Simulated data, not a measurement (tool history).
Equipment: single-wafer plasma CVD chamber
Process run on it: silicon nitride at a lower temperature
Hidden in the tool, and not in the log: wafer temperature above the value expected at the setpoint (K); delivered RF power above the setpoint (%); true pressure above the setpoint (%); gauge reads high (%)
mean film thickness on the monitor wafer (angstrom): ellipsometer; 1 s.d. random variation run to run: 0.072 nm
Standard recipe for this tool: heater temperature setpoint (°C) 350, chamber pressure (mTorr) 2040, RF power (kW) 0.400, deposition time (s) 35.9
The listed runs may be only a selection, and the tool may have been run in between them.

run	hour	heater temperature setpoint (°C)	chamber pressure (mTorr)	RF power (kW)	deposition time (s)	wafers since the last listed run	hours since the last thermocouple change	hours since the last RF generator calibration	hours since the last manometer calibration	hours since the showerhead was replaced	hours since the gauge calibration	read-back reference wafer on the same gauge, thickness_nm	mean film thickness on the monitor wafer (angstrom)
1	0.0	350	2040	0.345	35.9	0	2548.2	1408.6	2622.9	5069.1	12.4	46.511	430.73
2	15.1	350	2040	0.345	35.9	447	2563.3	1423.7	2638.0	5084.2	27.5	46.485	430.96
3	24.4	350	2040	0.345	35.9	275	2572.6	1433.0	2647.3	5093.5	36.8	46.498	430.19
4	30.8	350	2040	0.400	35.9	189	2579.0	1439.4	2653.7	5099.9	43.2	46.486	461.08
5	42.5	350	2040	0.400	35.9	346	2590.7	1451.1	2665.4	5111.6	54.9	46.489	461.44
6	60.0	350	2040	0.400	35.9	518	2608.2	1468.6	2682.9	5129.1	72.4	46.522	460.64
7	74.1	350	2040	0.445	35.9	417	2622.3	1482.7	2697.0	5143.2	86.5	46.478	484.27
8	85.8	350	2040	0.445	35.9	346	2634.0	1494.4	2708.7	5154.9	98.2	46.501	483.16
9	96.5	350	2040	0.400	35.9	316	2644.7	1505.1	2719.4	5165.6	108.9	46.495	460.77
10	143.3	350	2040	0.400	35.9	1385	2691.5	1551.9	2766.2	5212.4	155.7	46.500	459.18
# hour 161.4: RF generator calibrated
11	161.9	350	1860	0.445	35.9	313	2710.1	0.5	2784.8	5231.0	174.3	46.518	487.10
12	167.3	350	2040	0.400	33.5	159	2715.5	5.9	2790.2	5236.4	179.7	46.473	443.64
13	175.4	360	2380	0.400	29.6	239	2723.6	14.0	2798.3	5244.5	187.8	46.496	402.37
# hour 189.5: showerhead replaced, of another model than before
14	190.0	350	2040	0.400	35.9	195	2738.2	28.6	2812.9	0.5	202.4	46.498	469.76
# hour 198.1: gauge calibrated
# hour 202.1: thermocouple changed; heater temperature recalibrated
# hour 206.7: capacitance manometer re-zeroed and calibrated
15	207.2	339	2040	0.400	39.4	137	5.1	45.8	0.5	17.7	9.1	46.504	517.26
16	212.8	342	2200	0.355	33.7	165	10.7	51.4	6.1	23.3	14.7	46.474	404.43
17	259.7	350	2400	0.455	35.9	1388	57.6	98.3	53.0	70.2	61.6	46.505	527.51
18	268.9	345	2300	0.400	38.9	272	66.8	107.5	62.2	79.4	70.8	46.491	516.77
19	279.0	350	2040	0.400	35.9	299	76.9	117.6	72.3	89.5	80.9	46.507	467.70

Forecast each of these 5 alternatives for the next run:
A	279.4	350	2040	0.400	30.5	11	77.3	118.0	72.7	89.9	81.3	?	?
B	279.4	358	2040	0.470	35.9	11	77.3	118.0	72.7	89.9	81.3	?	?
C	279.4	350	2040	0.360	42.4	11	77.3	118.0	72.7	89.9	81.3	?	?
D	279.4	350	2040	0.400	39.2	11	77.3	118.0	72.7	89.9	81.3	?	?
E	279.4	344	2040	0.400	35.9	11	77.3	118.0	72.7	89.9	81.3	?	?

run	read-back reference wafer on the same gauge, thickness_nm	mean film thickness on the monitor wafer (angstrom)
A	46.505	398.65
B	46.505	527.97
C	46.505	507.21
D	46.505	512.09
E	46.505	470.14
Without the tool's unlogged condition, the same runs would have read:
run	mean film thickness on the monitor wafer (angstrom)
A	406.02
B	536.96
C	517.12
D	521.55
E	478.83

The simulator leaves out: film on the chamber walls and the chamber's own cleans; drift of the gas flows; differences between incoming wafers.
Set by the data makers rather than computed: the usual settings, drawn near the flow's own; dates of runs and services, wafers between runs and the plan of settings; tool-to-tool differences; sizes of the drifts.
